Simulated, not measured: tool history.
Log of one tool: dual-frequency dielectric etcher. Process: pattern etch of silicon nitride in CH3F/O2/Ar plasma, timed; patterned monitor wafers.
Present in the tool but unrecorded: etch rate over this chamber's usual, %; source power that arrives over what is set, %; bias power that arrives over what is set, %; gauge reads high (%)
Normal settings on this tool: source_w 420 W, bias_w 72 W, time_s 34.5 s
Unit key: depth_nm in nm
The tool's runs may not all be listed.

run     day  source_w  bias_w  time_s  wafers since the last listed run  hours since the last wet clean  hours since the last source power generator calibration  hours since the last bias power generator calibration  hours since the last upper electrode change  hours since the gauge calibration  read-back reference wafer on the same gauge, depth_nm  depth_nm
  1   0.000       440      72    34.5                                 0                            70.5                                                   2688.6                                                 3840.2                                       1911.6                              278.6                                                  22.99     26.90
  2   1.500       420      61    26.0                               693                           106.5                                                   2724.6                                                 3876.2                                       1947.6                              314.6                                                  22.96     19.08
  3   2.283       420      64    40.0                               361                           125.3                                                   2743.4                                                 3895.0                                       1966.4                              333.4                                                  22.95     29.80
  4   3.333       420      64    40.0                               485                           150.5                                                   2768.6                                                 3920.2                                       1991.6                              358.6                                                  22.96     29.87
  5   4.342       420      64    40.0                               465                           174.7                                                   2792.8                                                 3944.4                                       2015.8                              382.8                                                  23.01     30.07
  6   5.388       420      72    34.5                               483                           199.8                                                   2817.9                                                 3969.5                                       2040.9                              407.9                                                  23.02     26.79
  7   6.779       420      72    34.5                               643                           233.2                                                   2851.3                                                 4002.9                                       2074.3                              441.3                                                  23.04     26.96
      8.896  -- bias power generator calibrated
  8  10.267       420      72    34.5                              1534                           316.9                                                   2935.0                                                   32.9                                       2158.0                              525.0                                                  23.06     27.00
  9  11.721       390      72    34.5                               671                           351.8                                                   2969.9                                                   67.8                                       2192.9                              559.9                                                  22.99     26.33
 10  12.450       420      72    34.5                               336                           369.3                                                   2987.4                                                   85.3                                       2210.4                              577.4                                                  23.02     27.25
     12.729  -- gauge calibrated
 11  13.575       420      86    44.5                               519                           396.3                                                   3014.4                                                  112.3                                       2237.4                               20.3                                                  23.01     37.29
     15.117  -- upper electrode replaced
     15.567  -- wet clean of the chamber
 12  15.588       370      55    31.0                               259                             0.5                                                   3062.7                                                  160.6                                         11.3                               68.6                                                  22.97     21.01
 13  15.600       420      82    34.5                                 5                             0.8                                                   3063.0                                                  160.9                                         11.6                               68.9                                                  23.05     27.44
 14  15.762       420      72    34.5                                75                             4.7                                                   3066.9                                                  164.8                                         15.5                               72.8                                                  22.99     26.24
 15  17.146       420      72    34.5                               639                            37.9                                                   3100.1                                                  198.0                                         48.7                              106.0                                                  23.02     26.51
     17.446  -- source power generator calibrated
 16  17.700       330      84    34.5                               179                            51.2                                                      6.1                                                  211.3                                         62.0                              119.3                                                  23.01     25.61
 17  18.338       420      72    34.5                               294                            66.5                                                     21.4                                                  226.6                                         77.3                              134.6                                                  22.93     26.84
 18  19.262       340      57    31.5                               427                            88.7                                                     43.6                                                  248.8                                         99.5                              156.8                                                  23.02     21.21
 19  20.654       420      77    39.0                               643                           122.1                                                     77.0                                                  282.2                                        132.9                              190.2                                                  22.97     30.87
 20  21.450       420      59    30.0                               367                           141.2                                                     96.1                                                  301.3                                        152.0                              209.3                                                  22.98     22.23
 21  22.338       500      72    27.5                               410                           162.5                                                    117.4                                                  322.6                                        173.3                              230.6                                                  23.02     22.89

Predict each of these 4 candidate next runs independently; none follows another, all start after run 21:
  A  22.354       420      72    34.5                                 7                           162.9                                                    117.8                                                  323.0                                        173.7                              231.0                                                      ?         ?
  B  22.354       420      72    24.5                                 7                           162.9                                                    117.8                                                  323.0                                        173.7                              231.0                                                      ?         ?
  C  22.354       420      55    34.5                                 7                           162.9                                                    117.8                                                  323.0                                        173.7                              231.0                                                      ?         ?
  D  22.354       480      82    34.5                                 7                           162.9                                                    117.8                                                  323.0                                        173.7                              231.0                                                      ?         ?

run  read-back reference wafer on the same gauge, depth_nm  depth_nm
  A                                                  23.01     26.83
  B                                                  23.01     19.06
  C                                                  23.01     25.01
  D                                                  23.01     29.11
The same runs, with their run-to-run variation unchanged, on a tool lacking any hidden condition would have given:
run  depth_nm
  A     26.29
  B     18.67
  C     24.50
  D     28.52

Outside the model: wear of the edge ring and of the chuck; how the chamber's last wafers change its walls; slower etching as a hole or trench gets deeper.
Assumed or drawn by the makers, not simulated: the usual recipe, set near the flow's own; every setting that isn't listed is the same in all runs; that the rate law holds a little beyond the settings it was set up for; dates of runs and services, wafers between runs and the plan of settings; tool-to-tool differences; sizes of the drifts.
